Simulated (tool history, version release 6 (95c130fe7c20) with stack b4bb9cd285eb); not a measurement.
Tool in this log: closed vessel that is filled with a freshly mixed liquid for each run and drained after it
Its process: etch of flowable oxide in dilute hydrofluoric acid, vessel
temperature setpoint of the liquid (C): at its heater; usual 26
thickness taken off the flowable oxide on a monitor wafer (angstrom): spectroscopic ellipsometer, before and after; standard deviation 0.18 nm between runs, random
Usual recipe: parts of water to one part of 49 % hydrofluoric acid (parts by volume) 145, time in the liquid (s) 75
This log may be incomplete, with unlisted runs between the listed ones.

run	hour	temperature setpoint of the liquid (C)	parts of water to one part of 49 % hydrofluoric acid (parts by volume)	time in the liquid (s)	wafers since the last listed run	hours since the thermometer was replaced	hours since the hydrofluoric acid flow meter was replaced	hours since the gauge calibration	read-back film thickness of the flowable oxide reference wafer, read on the same gauge (nm)	thickness taken off the flowable oxide on a monitor wafer (angstrom)
1	0	26	115	75	0	1215.4	1411.5	1026	140.02	284.7
2	47.5	26	115	75	2819	1262.9	1459	1073.5	140.02	291.1
3	72	26	115	75	1454	1287.4	1483.5	1098	139.99	286.1
4	113.4	26	95	75	2457	1328.8	1524.9	1139.4	139.98	359.1
5	181	26	145	75	4012	1396.4	1592.5	1207	140.01	219.2
6	213.8	26	145	75	1947	1429.2	1625.3	1239.8	140	218.9
7	258.3	26	145	75	2641	1473.7	1669.8	1284.3	139.96	217.7
8	320.5	26	145	75	3692	1535.9	1732	1346.5	140.03	217.6
9	366.9	24.5	145	75	2754	1582.3	1778.4	1392.9	140.01	204.6
10	421.7	26	145	75	3252	1637.1	1833.2	1447.7	139.99	218.3
11	454.9	24.5	145	105	1970	1670.3	1866.4	1480.9	139.99	286
12	485	28	95	50	1786	1700.4	1896.5	1511	140	252
13	527.9	26	145	115	2546	1743.3	1939.4	1553.9	140	329.6
# hour 582.4: hydrofluoric acid flow meter replaced
14	616.4	26	145	75	5194	1831.8	34	1642.4	140	217.2
15	688	26	145	75	4250	1903.4	105.6	1714	140.01	217.8
16	747.5	26	170	50	3531	1962.9	165.1	1773.5	140.02	119.2
17	822.4	26	85	75	4446	2037.8	240	1848.4	140	392.6
18	897.3	22	85	95	4446	2112.7	314.9	1923.3	140	425.6
19	934.1	28	80	50	2184	2149.5	351.7	1960.1	140.01	302.9
20	964.5	30	145	75	1804	2179.9	382.1	1990.5	139.98	249.4
21	1015.8	23	195	75	3045	2231.2	433.4	2041.8	140	133.9
# hour 1074.2: thermometer replaced
22	1074.7	28.5	120	100	3436	0.5	492.3	2100.7	139.99	410.9
23	1104.6	21	125	90	1774	30.4	522.2	2130.6	140.02	263.7

For run 24, what comes out?
# hour 1120: gauge calibrated
24	1169.1	21	125	90	3828	94.9	586.7	49.1	?	?

Run 24 yielded read-back film thickness of the flowable oxide reference wafer, read on the same gauge (nm) 139.96, thickness taken off the flowable oxide on a monitor wafer (angstrom) 263.9.
The same run, on a tool lacking any hidden state, would have yielded thickness taken off the flowable oxide on a monitor wafer (angstrom) 265.5.

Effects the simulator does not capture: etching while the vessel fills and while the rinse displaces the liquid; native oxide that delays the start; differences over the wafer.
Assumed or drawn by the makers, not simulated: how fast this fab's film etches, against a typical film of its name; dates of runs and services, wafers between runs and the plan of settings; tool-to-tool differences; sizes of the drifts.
